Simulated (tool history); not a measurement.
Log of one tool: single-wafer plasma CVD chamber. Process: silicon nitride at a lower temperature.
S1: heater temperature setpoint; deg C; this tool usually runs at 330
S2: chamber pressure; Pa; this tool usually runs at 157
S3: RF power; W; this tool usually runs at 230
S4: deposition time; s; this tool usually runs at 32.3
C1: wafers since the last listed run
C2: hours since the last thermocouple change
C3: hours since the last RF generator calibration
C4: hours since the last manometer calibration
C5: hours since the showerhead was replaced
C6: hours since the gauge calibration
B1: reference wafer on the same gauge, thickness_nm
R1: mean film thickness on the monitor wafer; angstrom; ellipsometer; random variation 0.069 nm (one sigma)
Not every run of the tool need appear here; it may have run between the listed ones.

run,hour,S1,S2,S3,S4,C1,C2,C3,C4,C5,C6,B1,R1
1,0.0,330,157,230,32.3,0,2195.3,2190.4,2019.8,5405.6,181.9,26.093,290.60
2,22.2,330,157,230,32.3,637,2217.5,2212.6,2042.0,5427.8,204.1,26.089,291.45
3,58.0,330,157,230,32.3,1027,2253.3,2248.4,2077.8,5463.6,239.9,26.097,289.98
4,86.0,330,157,230,32.3,803,2281.3,2276.4,2105.8,5491.6,267.9,26.099,290.88
5,101.5,330,157,200,32.3,444,2296.8,2291.9,2121.3,5507.1,283.4,26.104,264.15
6,121.5,330,157,230,32.3,574,2316.8,2311.9,2141.3,5527.1,303.4,26.112,289.24
7,156.9,330,157,250,32.3,1016,2352.2,2347.3,2176.7,5562.5,338.8,26.099,306.83
8,181.9,330,157,250,32.3,717,2377.2,2372.3,2201.7,5587.5,363.8,26.111,307.90
9,201.7,330,157,250,32.3,568,2397.0,2392.1,2221.5,5607.3,383.6,26.093,307.06
10,217.6,330,172,230,32.3,456,2412.9,2408.0,2237.4,5623.2,399.5,26.107,295.09
# hour 244.1: thermocouple changed; heater temperature recalibrated
11,253.2,330,172,230,32.3,792,9.1,2443.6,2273.0,5658.8,435.1,26.095,294.27
12,267.8,330,172,230,32.3,419,23.7,2458.2,2287.6,5673.4,449.7,26.095,294.95
# hour 282.5: RF generator calibrated
13,298.2,330,119,270,32.3,642,54.1,15.7,2318.0,5703.8,480.1,26.107,308.20
# hour 311.1: showerhead replaced
14,322.7,319,157,230,32.3,473,78.6,40.2,2342.5,11.6,504.6,26.104,291.17
15,354.3,336,157,230,32.3,906,110.2,71.8,2374.1,43.2,536.2,26.096,289.93
16,369.6,330,157,230,32.3,439,125.5,87.1,2389.4,58.5,551.5,26.108,289.55

What will run 17 give?
17,386.2,341,157,190,29.6,476,142.1,103.7,2406.0,75.1,568.1,?,?

Run 17 yielded B1 26.102, R1 232.55 angstrom.
Take away the tool's hidden state, keep the run-to-run variation as it was, and the same run would have given R1 232.55 angstrom.

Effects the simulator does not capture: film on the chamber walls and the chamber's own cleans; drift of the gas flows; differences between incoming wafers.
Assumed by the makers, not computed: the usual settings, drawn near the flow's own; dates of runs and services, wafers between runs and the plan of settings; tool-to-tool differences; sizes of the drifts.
